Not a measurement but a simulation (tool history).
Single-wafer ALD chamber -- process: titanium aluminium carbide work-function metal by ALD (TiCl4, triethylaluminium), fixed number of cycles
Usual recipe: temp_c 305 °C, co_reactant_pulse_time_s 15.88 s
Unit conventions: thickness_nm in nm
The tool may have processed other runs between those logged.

| run | hour | temp_c | co_reactant_pulse_time_s | read-back reference wafer on the same gauge, thickness_nm | thickness_nm |
|---|---|---|---|---|---|
| 1 | 0.0 | 305 | 17.19 | 1.910 | 2.124 |
|  | 4.1 | gauge calibrated |
| 2 | 6.8 | 305 | 15.88 | 1.910 | 2.123 |
| 3 | 20.6 | 305 | 15.88 | 1.911 | 2.111 |
| 4 | 31.3 | 305 | 15.88 | 1.911 | 2.119 |
| 5 | 39.5 | 305 | 15.88 | 1.911 | 2.124 |
| 6 | 48.5 | 300 | 12.82 | 1.910 | 2.065 |
| 7 | 54.9 | 300 | 12.82 | 1.910 | 2.064 |
|  | 71.0 | triethylaluminium bottle replaced |
| 8 | 76.2 | 301 | 14.24 | 1.910 | 2.092 |
| 9 | 83.9 | 301 | 14.24 | 1.910 | 2.092 |
| 10 | 99.5 | 319 | 21.02 | 1.911 | 2.244 |
|  | 113.6 | thermocouple changed; heater temperature recalibrated |
| 11 | 114.1 | 295 | 17.92 | 1.910 | 2.045 |
| 12 | 124.6 | 297 | 20.80 | 1.909 | 2.075 |
|  | 136.7 | gauge calibrated |
| 13 | 159.5 | 291 | 11.33 | 1.910 | 1.974 |
|  | 173.3 | showerhead replaced |
| 14 | 174.9 | 296 | 10.70 | 1.910 | 2.003 |
| 15 | 183.6 | 312 | 17.62 | 1.910 | 2.185 |
| 16 | 199.0 | 295 | 12.80 | 1.910 | 2.025 |
| 17 | 209.2 | 305 | 13.43 | 1.910 | 2.110 |
| 18 | 224.5 | 305 | 15.88 | 1.910 | 2.116 |

What if the next run were any one of these 3? Each begins from the tool's condition after run 18:
| A | 224.9 | 305 | 21.58 | ? | ? |
| B | 224.9 | 310 | 19.42 | ? | ? |
| C | 224.9 | 311 | 19.83 | ? | ? |

| run | read-back reference wafer on the same gauge, thickness_nm | thickness_nm |
|---|---|---|
| A | 1.910 | 2.143 |
| B | 1.910 | 2.182 |
| C | 1.910 | 2.190 |
Without the tool's hidden state the same runs would have given:
| run | thickness_nm |
|---|---|
| A | 2.143 |
| B | 2.182 |
| C | 2.190 |
